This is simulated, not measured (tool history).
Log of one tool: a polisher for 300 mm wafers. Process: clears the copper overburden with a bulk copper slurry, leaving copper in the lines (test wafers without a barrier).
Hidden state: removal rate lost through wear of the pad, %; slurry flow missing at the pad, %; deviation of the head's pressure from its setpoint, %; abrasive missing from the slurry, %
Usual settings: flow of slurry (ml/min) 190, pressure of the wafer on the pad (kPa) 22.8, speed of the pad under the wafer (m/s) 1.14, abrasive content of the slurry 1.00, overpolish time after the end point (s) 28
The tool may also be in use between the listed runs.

| run | hour | flow of slurry (ml/min) | pressure of the wafer on the pad (kPa) | speed of the pad under the wafer (m/s) | abrasive content of the slurry | overpolish time after the end point (s) | wafers since the last listed run | wafers polished on this pad | hours since the slurry nozzle was cleaned | hours since the head pressure was calibrated | hours since the slurry blender was calibrated | incoming thickness of the incoming film, nm | time until the end point was called (s) | dishing of a wide line in a test structure (angstrom) |
|---|---|---|---|---|---|---|---|---|---|---|---|---|---|---|
| 1 | 0.0 | 190 | 22.8 | 1.14 | 1.00 | 28 | 0 | 3734 | 448.7 | 202.5 | 136.8 | 917.0 | 64.3 | 1258 |
| 2 | 44.4 | 190 | 22.8 | 1.14 | 1.00 | 28 | 569 | 4304 | 493.1 | 246.9 | 181.2 | 918.7 | 63.6 | 1240 |
| 3 | 76.7 | 190 | 22.8 | 1.14 | 1.00 | 28 | 414 | 4718 | 525.4 | 279.2 | 213.5 | 929.5 | 65.9 | 1235 |
|  | 99.2 | worn pad replaced by a new one |
| 4 | 125.6 | 190 | 22.8 | 1.14 | 1.00 | 28 | 576 | 338 | 574.3 | 328.1 | 262.4 | 922.7 | 66.5 | 1230 |
|  | 153.6 | slurry nozzle cleaned |
| 5 | 189.8 | 190 | 22.8 | 1.14 | 1.00 | 28 | 811 | 1150 | 36.2 | 392.3 | 326.6 | 915.5 | 67.7 | 1220 |
| 6 | 220.4 | 190 | 22.8 | 1.14 | 1.00 | 28 | 392 | 1542 | 66.8 | 422.9 | 357.2 | 902.8 | 69.9 | 1193 |
|  | 251.1 | slurry blender recalibrated |
| 7 | 257.0 | 190 | 22.8 | 1.14 | 1.00 | 28 | 444 | 1986 | 103.4 | 459.5 | 5.9 | 910.8 | 61.9 | 1260 |
| 8 | 298.1 | 190 | 22.8 | 1.14 | 1.00 | 28 | 527 | 2514 | 144.5 | 500.6 | 47.0 | 919.3 | 62.7 | 1224 |
| 9 | 373.3 | 190 | 22.8 | 1.14 | 1.00 | 28 | 965 | 3479 | 219.7 | 575.8 | 122.2 | 916.1 | 63.2 | 1257 |
| 10 | 415.8 | 190 | 22.8 | 1.14 | 1.00 | 28 | 545 | 4024 | 262.2 | 618.3 | 164.7 | 927.4 | 63.9 | 1262 |
|  | 433.5 | worn pad replaced by a new one |
| 11 | 472.4 | 190 | 22.8 | 1.14 | 1.00 | 28 | 675 | 498 | 318.8 | 674.9 | 221.3 | 905.7 | 65.1 | 1259 |
| 12 | 507.8 | 220 | 22.8 | 1.14 | 1.00 | 28 | 454 | 952 | 354.2 | 710.3 | 256.7 | 907.1 | 63.1 | 1303 |
| 13 | 552.1 | 215 | 22.8 | 1.02 | 1.00 | 28 | 568 | 1521 | 398.5 | 754.6 | 301.0 | 919.8 | 74.1 | 1207 |
|  | 655.3 | slurry blender recalibrated |
| 14 | 689.6 | 130 | 22.8 | 1.14 | 1.00 | 28 | 1738 | 3260 | 536.0 | 892.1 | 34.3 | 909.2 | 66.3 | 1276 |
| 15 | 741.6 | 190 | 27.6 | 1.24 | 1.30 | 42 | 667 | 3927 | 588.0 | 944.1 | 86.3 | 896.7 | 45.8 | 1481 |
|  | 752.0 | slurry nozzle cleaned |
|  | 776.5 | worn pad replaced by a new one |
| 16 | 802.8 | 230 | 15.2 | 0.74 | 0.80 | 28 | 721 | 337 | 50.8 | 1005.3 | 147.5 | 905.2 | 137.0 | 843 |
| 17 | 833.2 | 190 | 15.9 | 1.48 | 0.75 | 23 | 390 | 727 | 81.2 | 1035.7 | 177.9 | 923.4 | 78.7 | 1028 |
| 18 | 874.5 | 190 | 22.8 | 1.14 | 1.00 | 28 | 530 | 1257 | 122.5 | 1077.0 | 219.2 | 907.9 | 64.2 | 1215 |
| 19 | 934.3 | 190 | 22.8 | 0.88 | 1.00 | 23 | 767 | 2025 | 182.3 | 1136.8 | 279.0 | 919.5 | 82.1 | 1096 |
| 20 | 960.0 | 190 | 22.8 | 1.14 | 1.00 | 28 | 329 | 2354 | 208.0 | 1162.5 | 304.7 | 903.5 | 65.3 | 1215 |
|  | 986.0 | head pressure recalibrated |
| 21 | 1005.3 | 190 | 22.8 | 1.14 | 1.00 | 16 | 555 | 2910 | 253.3 | 19.3 | 350.0 | 917.7 | 68.1 | 983 |
| 22 | 1032.1 | 190 | 22.8 | 0.82 | 1.00 | 28 | 343 | 3254 | 280.1 | 46.1 | 376.8 | 917.7 | 91.0 | 1147 |
|  | 1078.2 | slurry blender recalibrated |
|  | 1105.2 | worn pad replaced by a new one |
| 23 | 1105.7 | 190 | 22.8 | 1.14 | 1.00 | 28 | 867 | 6 | 353.7 | 119.7 | 27.5 | 909.2 | 63.9 | 1232 |
| 24 | 1129.2 | 190 | 22.8 | 1.14 | 0.80 | 38 | 301 | 307 | 377.2 | 143.2 | 51.0 | 910.6 | 67.1 | 1324 |
| 25 | 1164.4 | 220 | 22.8 | 1.46 | 1.15 | 13 | 451 | 759 | 412.4 | 178.4 | 86.2 | 902.7 | 48.0 | 1075 |
| 26 | 1233.8 | 190 | 22.8 | 1.36 | 1.20 | 28 | 890 | 1649 | 481.8 | 247.8 | 155.6 | 901.5 | 52.5 | 1326 |
|  | 1237.4 | slurry nozzle cleaned |
| 27 | 1300.0 | 190 | 29.6 | 0.82 | 1.00 | 28 | 836 | 2486 | 62.6 | 314.0 | 221.8 | 928.5 | 67.0 | 1324 |
| 28 | 1343.6 | 190 | 22.8 | 0.98 | 1.00 | 28 | 559 | 3046 | 106.2 | 357.6 | 265.4 | 919.6 | 76.7 | 1235 |
| 29 | 1380.7 | 190 | 22.8 | 1.14 | 1.00 | 28 | 476 | 3522 | 143.3 | 394.7 | 302.5 | 910.3 | 65.6 | 1236 |

3 ways to go on from here, each from the tool as it stands after run 29. What would each give?
| A | 1381.1 | 190 | 22.8 | 1.14 | 1.00 | 28 | 5 | 3527 | 143.7 | 395.1 | 302.9 | 909.3 | ? | ? |
| B | 1381.1 | 140 | 22.8 | 1.34 | 1.00 | 28 | 5 | 3527 | 143.7 | 395.1 | 302.9 | 909.3 | ? | ? |
| C | 1381.1 | 190 | 22.8 | 1.30 | 1.00 | 28 | 5 | 3527 | 143.7 | 395.1 | 302.9 | 909.3 | ? | ? |

| run | time until the end point was called (s) | dishing of a wide line in a test structure (angstrom) |
|---|---|---|
| A | 65.7 | 1235 |
| B | 60.2 | 1262 |
| C | 58.6 | 1269 |
Without the tool's hidden state the same runs would have given:
| run | time until the end point was called (s) | dishing of a wide line in a test structure (angstrom) |
|---|---|---|
| A | 61.3 | 1256 |
| B | 56.2 | 1280 |
| C | 54.7 | 1287 |
